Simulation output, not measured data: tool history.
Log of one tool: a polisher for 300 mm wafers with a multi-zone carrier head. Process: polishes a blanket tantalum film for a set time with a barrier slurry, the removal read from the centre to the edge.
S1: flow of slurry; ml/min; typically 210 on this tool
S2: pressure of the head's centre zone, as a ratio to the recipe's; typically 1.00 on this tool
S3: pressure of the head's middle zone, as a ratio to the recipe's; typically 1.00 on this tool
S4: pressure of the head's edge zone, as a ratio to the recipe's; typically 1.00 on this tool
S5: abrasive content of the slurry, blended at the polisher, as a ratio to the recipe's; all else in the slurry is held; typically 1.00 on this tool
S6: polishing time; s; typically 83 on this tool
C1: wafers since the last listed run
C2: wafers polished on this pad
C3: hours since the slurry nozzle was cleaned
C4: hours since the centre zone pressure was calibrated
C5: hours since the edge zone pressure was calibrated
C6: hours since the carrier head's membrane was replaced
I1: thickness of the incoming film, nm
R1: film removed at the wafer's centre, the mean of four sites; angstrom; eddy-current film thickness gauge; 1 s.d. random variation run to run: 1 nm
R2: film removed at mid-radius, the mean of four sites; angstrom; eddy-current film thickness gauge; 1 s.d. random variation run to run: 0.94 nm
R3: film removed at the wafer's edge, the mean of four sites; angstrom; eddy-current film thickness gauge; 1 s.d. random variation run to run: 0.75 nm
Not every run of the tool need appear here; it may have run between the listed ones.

| run | hour | S1 | S2 | S3 | S4 | S5 | S6 | C1 | C2 | C3 | C4 | C5 | C6 | I1 | R1 | R2 | R3 |
|---|---|---|---|---|---|---|---|---|---|---|---|---|---|---|---|---|---|
| 1 | 0.0 | 210 | 1.00 | 1.00 | 1.00 | 1.00 | 83 | 0 | 556 | 389.3 | 202.2 | 418.5 | 984.2 | 231.4 | 644 | 639 | 620 |
| 2 | 16.0 | 210 | 1.00 | 1.00 | 1.00 | 1.00 | 83 | 187 | 744 | 405.3 | 218.2 | 434.5 | 1000.2 | 229.6 | 615 | 617 | 614 |
|  | 28.7 | worn pad replaced by a new one |
| 3 | 47.2 | 210 | 1.00 | 1.00 | 0.91 | 1.00 | 83 | 319 | 216 | 436.5 | 249.4 | 465.7 | 1031.4 | 228.8 | 675 | 659 | 638 |
| 4 | 68.2 | 210 | 1.00 | 1.00 | 1.00 | 1.00 | 83 | 246 | 463 | 457.5 | 270.4 | 486.7 | 1052.4 | 230.8 | 640 | 662 | 645 |
| 5 | 82.8 | 210 | 1.00 | 1.00 | 1.00 | 1.00 | 83 | 171 | 635 | 472.1 | 285.0 | 501.3 | 1067.0 | 232.1 | 632 | 628 | 635 |
|  | 105.5 | worn pad replaced by a new one |
| 6 | 106.0 | 210 | 1.00 | 1.00 | 1.00 | 1.00 | 83 | 225 | 5 | 495.3 | 308.2 | 524.5 | 1090.2 | 229.4 | 665 | 673 | 666 |
| 7 | 150.1 | 210 | 1.00 | 0.93 | 1.09 | 1.00 | 83 | 517 | 523 | 539.4 | 352.3 | 568.6 | 1134.3 | 232.4 | 644 | 592 | 653 |
|  | 174.8 | worn pad replaced by a new one |
| 8 | 176.3 | 210 | 1.00 | 0.93 | 1.09 | 1.00 | 83 | 260 | 17 | 565.6 | 378.5 | 594.8 | 1160.5 | 234.3 | 691 | 642 | 709 |
| 9 | 199.9 | 210 | 1.00 | 1.00 | 1.00 | 1.00 | 70 | 277 | 294 | 589.2 | 402.1 | 618.4 | 1184.1 | 226.5 | 575 | 556 | 548 |
| 10 | 215.6 | 210 | 1.09 | 1.00 | 1.12 | 1.00 | 72 | 184 | 478 | 604.9 | 417.8 | 634.1 | 1199.8 | 231.3 | 600 | 550 | 570 |
| 11 | 228.5 | 210 | 1.00 | 0.93 | 1.00 | 1.00 | 83 | 151 | 630 | 617.8 | 430.7 | 647.0 | 1212.7 | 229.8 | 624 | 582 | 624 |
|  | 235.6 | centre zone pressure recalibrated |
| 12 | 241.0 | 260 | 1.00 | 1.08 | 1.00 | 1.00 | 83 | 123 | 753 | 630.3 | 5.4 | 659.5 | 1225.2 | 229.7 | 621 | 664 | 608 |
|  | 246.0 | worn pad replaced by a new one |
|  | 258.9 | carrier head's membrane replaced by a new one |
| 13 | 272.0 | 210 | 1.00 | 1.00 | 1.00 | 1.00 | 83 | 258 | 246 | 661.3 | 36.4 | 690.5 | 13.1 | 228.1 | 643 | 662 | 642 |
|  | 275.5 | slurry nozzle cleaned |
|  | 297.0 | edge zone pressure recalibrated |
| 14 | 302.4 | 230 | 0.89 | 1.00 | 1.00 | 0.90 | 83 | 321 | 568 | 26.9 | 66.8 | 5.4 | 43.5 | 232.3 | 544 | 593 | 594 |

Run 15 is up next; what results do you expect?
| 15 | 314.6 | 210 | 1.00 | 1.06 | 1.00 | 0.75 | 83 | 143 | 711 | 39.1 | 79.0 | 17.6 | 55.7 | 232.2 | ? | ? | ? |

R1: 513 angstrom
R2: 528 angstrom
R3: 502 angstrom
Without the tool's hidden state the same run would have given R1 586 angstrom, R2 604 angstrom, R3 573 angstrom.
